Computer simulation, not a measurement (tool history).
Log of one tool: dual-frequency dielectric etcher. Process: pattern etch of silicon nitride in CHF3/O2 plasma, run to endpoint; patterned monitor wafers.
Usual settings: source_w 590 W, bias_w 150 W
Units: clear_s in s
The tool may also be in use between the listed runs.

run    hour  source_w  bias_w  wafers since the last listed run  hours since the last wet clean  hours since the last source power generator calibration  hours since the last bias power generator calibration  hours since the last upper electrode change  incoming incoming film thickness, nm  clear_s
  1     0.0       500     129                                 0                           688.6                                                    857.7                                                  831.1                                       3250.7                                  61.6     48.7
       52.5  -- wet clean of the chamber
  2   145.9       480     126                              1772                            93.4                                                   1003.6                                                  977.0                                       3396.6                                  61.5     49.9
  3   421.4       480     126                              4006                           368.9                                                   1279.1                                                 1252.5                                       3672.1                                  62.5     50.6
  4   503.1       480     126                              1188                           450.6                                                   1360.8                                                 1334.2                                       3753.8                                  62.0     50.4
  5   595.0       590     129                              1336                           542.5                                                   1452.7                                                 1426.1                                       3845.7                                  62.5     47.5
  6   655.2       590     129                               875                           602.7                                                   1512.9                                                 1486.3                                       3905.9                                  61.6     47.1
  7   731.5       590     138                              1109                           679.0                                                   1589.2                                                 1562.6                                       3982.2                                  62.3     46.7
      799.6  -- wet clean of the chamber
  8   828.2       590     138                              1057                            28.6                                                   1685.9                                                 1659.3                                       4078.9                                  61.9     46.3
  9   928.4       590     139                              1457                           128.8                                                   1786.1                                                 1759.5                                       4179.1                                  61.5     45.7
 10   976.4       590     139                               698                           176.8                                                   1834.1                                                 1807.5                                       4227.1                                  61.3     45.7
 11  1038.3       590     139                               900                           238.7                                                   1896.0                                                 1869.4                                       4289.0                                  62.2     46.2
     1098.5  -- bias power generator calibrated
 12  1127.8       590     150                              1243                           328.2                                                   1985.5                                                   29.3                                       4378.5                                  61.8     44.5
 13  1166.9       590     150                               568                           367.3                                                   2024.6                                                   68.4                                       4417.6                                  61.3     44.1
 14  1244.0       590     150                              1121                           444.4                                                   2101.7                                                  145.5                                       4494.7                                  61.3     44.3
 15  1299.4       730     186                               805                           499.8                                                   2157.1                                                  200.9                                       4550.1                                  61.5     39.1
 16  1404.0       640     137                              1521                           604.4                                                   2261.7                                                  305.5                                       4654.7                                  61.8     44.9
 17  1495.4       590     150                              1329                           695.8                                                   2353.1                                                  396.9                                       4746.1                                  61.5     44.3
     1519.7  -- wet clean of the chamber
 18  1750.5       480     161                              3360                           230.8                                                   2608.2                                                  652.0                                       5001.2                                  61.5     45.7
 19  1795.9       590     175                               660                           276.2                                                   2653.6                                                  697.4                                       5046.6                                  62.0     42.4
 20  1899.6       470     181                              1508                           379.9                                                   2757.3                                                  801.1                                       5150.3                                  62.5     44.8
 21  1976.2       550     119                              1113                           456.5                                                   2833.9                                                  877.7                                       5226.9                                  61.7     48.9
 22  2025.6       690     150                               718                           505.9                                                   2883.3                                                  927.1                                       5276.3                                  61.5     42.3
     2048.6  -- source power generator calibrated
 23  2082.6       590     150                               770                           562.9                                                     34.0                                                  984.1                                       5333.3                                  61.1     44.6
     2155.0  -- upper electrode replaced
 24  2161.7       530     162                               801                           642.0                                                    113.1                                                 1063.2                                          6.7                                  62.7     46.0
     2338.1  -- wet clean of the chamber
 25  2378.6       590     150                              2805                            40.5                                                    330.0                                                 1280.1                                        223.6                                  61.5     45.1
 26  2469.7       590     184                              1324                           131.6                                                    421.1                                                 1371.2                                        314.7                                  61.6     42.1
 27  2508.9       660     116                               570                           170.8                                                    460.3                                                 1410.4                                        353.9                                  61.8     47.3
 28  2563.9       590     150                               799                           225.8                                                    515.3                                                 1465.4                                        408.9                                  61.9     45.1
 29  2667.4       590     150                              1505                           329.3                                                    618.8                                                 1568.9                                        512.4                                  61.9     45.4
 30  2756.2       590     150                              1291                           418.1                                                    707.6                                                 1657.7                                        601.2                                  61.4     44.9
 31  2839.8       670     169                              1215                           501.7                                                    791.2                                                 1741.3                                        684.8                                  61.8     42.3
 32  2885.5       590     150                               664                           547.4                                                    836.9                                                 1787.0                                        730.5                                  61.6     45.3
 33  2977.9       690     163                              1343                           639.8                                                    929.3                                                 1879.4                                        822.9                                  60.9     41.7
     3013.4  -- wet clean of the chamber
 34  3073.2       670     183                              1036                            59.8                                                   1024.6                                                 1974.7                                        918.2                                  61.6     41.1
     3167.7  -- bias power generator calibrated
 35  3172.7       590     150                              1388                           159.3                                                   1124.1                                                    5.0                                       1017.7                                  60.9     44.0

4 ways to go on from here, each from the tool as it stands after run 35. What would each give?
  A  3173.1       710     150                                 5                           159.7                                                   1124.5                                                    5.4                                       1018.1                                  61.4        ?
  B  3173.1       650     188                                 5                           159.7                                                   1124.5                                                    5.4                                       1018.1                                  61.4        ?
  C  3173.1       590     171                                 5                           159.7                                                   1124.5                                                    5.4                                       1018.1                                  61.4        ?
  D  3173.1       440     185                                 5                           159.7                                                   1124.5                                                    5.4                                       1018.1                                  61.4        ?

run  clear_s
  A     42.2
  B     40.2
  C     42.6
  D     44.8
Without the tool's hidden state the same runs would have given:
run  clear_s
  A     42.4
  B     40.5
  C     42.9
  D     45.1

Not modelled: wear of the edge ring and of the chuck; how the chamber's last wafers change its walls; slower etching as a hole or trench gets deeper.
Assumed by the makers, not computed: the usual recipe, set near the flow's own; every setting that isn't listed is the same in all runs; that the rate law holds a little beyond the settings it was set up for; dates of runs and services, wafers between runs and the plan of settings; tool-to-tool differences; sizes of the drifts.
